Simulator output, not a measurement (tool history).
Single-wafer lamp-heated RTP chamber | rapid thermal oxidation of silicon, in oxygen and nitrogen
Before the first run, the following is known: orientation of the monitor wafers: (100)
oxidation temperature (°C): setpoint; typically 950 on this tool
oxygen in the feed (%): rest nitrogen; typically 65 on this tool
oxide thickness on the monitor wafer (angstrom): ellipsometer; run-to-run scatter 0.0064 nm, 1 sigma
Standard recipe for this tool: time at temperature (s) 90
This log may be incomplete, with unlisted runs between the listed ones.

| run | day | oxidation temperature (°C) | time at temperature (s) | oxygen in the feed (%) | read-back reference wafer on the same gauge, thickness | oxide thickness on the monitor wafer (angstrom) |
|---|---|---|---|---|---|---|
| 1 | 0 | 950 | 65 | 50 | 4.64 | 37.48 |
| 2 | 0.829 | 950 | 65 | 50 | 4.642 | 37.47 |
| 3 | 1.379 | 950 | 116 | 74 | 4.641 | 53.92 |
| 4 | 2.617 | 950 | 116 | 74 | 4.638 | 53.8 |
| 5 | 3.308 | 950 | 116 | 74 | 4.64 | 53.97 |
|  | 4.154 | pyrometer window cleaned and pyrometer calibrated |
| 6 | 4.358 | 950 | 54 | 65 | 4.639 | 35.4 |
| 7 | 5.404 | 950 | 54 | 65 | 4.641 | 35.51 |
| 8 | 6.071 | 971 | 133 | 65 | 4.64 | 59.52 |
|  | 6.792 | gauge calibrated |
| 9 | 7.179 | 958 | 90 | 84 | 4.638 | 49.81 |
| 10 | 8.004 | 950 | 54 | 65 | 4.642 | 35.67 |
| 11 | 8.833 | 926 | 49 | 91 | 4.64 | 32.51 |
| 12 | 9.396 | 934 | 71 | 35 | 4.64 | 30.86 |

Run 13 comes next. What will it give?
|  | 9.979 | oxygen flow controller replaced |
| 13 | 10.362 | 950 | 90 | 65 | ? | ? |

{"run 13": {"read-back reference wafer on the same gauge, thickness": 4.641, "oxide thickness on the monitor wafer (angstrom)": 43.52}}
On a tool with no hidden condition, and with the same random variation, this run would have come out at oxide thickness on the monitor wafer (angstrom) 42.83.

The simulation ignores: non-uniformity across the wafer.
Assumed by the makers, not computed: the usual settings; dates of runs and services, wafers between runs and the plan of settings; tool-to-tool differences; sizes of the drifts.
